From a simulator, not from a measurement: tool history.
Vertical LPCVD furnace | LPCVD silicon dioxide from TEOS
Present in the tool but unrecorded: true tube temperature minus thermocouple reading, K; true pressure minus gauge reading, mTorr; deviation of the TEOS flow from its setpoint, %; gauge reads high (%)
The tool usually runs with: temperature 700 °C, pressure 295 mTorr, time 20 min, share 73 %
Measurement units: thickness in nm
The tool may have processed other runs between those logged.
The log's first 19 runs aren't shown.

run,day,temperature,pressure,time,share,wafers since the last listed run,hours since the last temperature calibration,hours since the pressure gauge was zeroed,hours since the TEOS flow controller was replaced,hours since the gauge calibration,"read-back reference wafer on the same gauge, thickness",thickness
20,11.229,711,230,16,86,228,178.4,270,78.6,296.2,127.85,160.34
21,11.725,705,315,20,73,156,190.3,281.9,90.5,308.1,128.01,189.64
22,12.25,692,295,20,73,165,202.9,294.5,103.1,320.7,128,135.67
23,12.783,700,295,20,73,167,215.7,307.3,115.9,333.5,128.11,163.97
24,13.108,710,295,20,73,102,223.5,315.1,123.7,341.3,128.02,205.83
25,13.633,711,295,20,73,165,236.1,327.7,136.3,353.9,127.95,209.49
26,14,700,295,12,73,115,244.9,336.5,145.1,362.7,127.98,97.77
27,14.375,692,295,20,73,118,253.9,345.5,154.1,371.7,128.3,135.6
28,14.742,700,240,17.5,65,115,262.7,354.3,162.9,380.5,128.15,122.34
29,15.312,700,225,12,73,179,276.4,368,176.6,394.2,128,85.73
30,15.983,700,295,20,82,211,292.5,384.1,192.7,410.3,127.93,175.12

Predict each of these 5 candidate next runs independently; none follows another, all start after run 30:
A,16.179,700,295,20,88,61,297.2,388.8,197.4,415,?,?
B,16.179,689,295,16,64,61,297.2,388.8,197.4,415,?,?
C,16.179,706,335,23,69,61,297.2,388.8,197.4,415,?,?
D,16.179,706,295,20,73,61,297.2,388.8,197.4,415,?,?
E,16.179,708,330,20,73,61,297.2,388.8,197.4,415,?,?

run,"read-back reference wafer on the same gauge, thickness",thickness
A,127.92,180.87
B,127.92,95.36
C,127.92,225.35
D,127.92,189.14
E,127.92,209.39
With no hidden state in the tool, these same runs would have given:
run,thickness
A,173.07
B,91.15
C,215.75
D,181.08
E,200.51
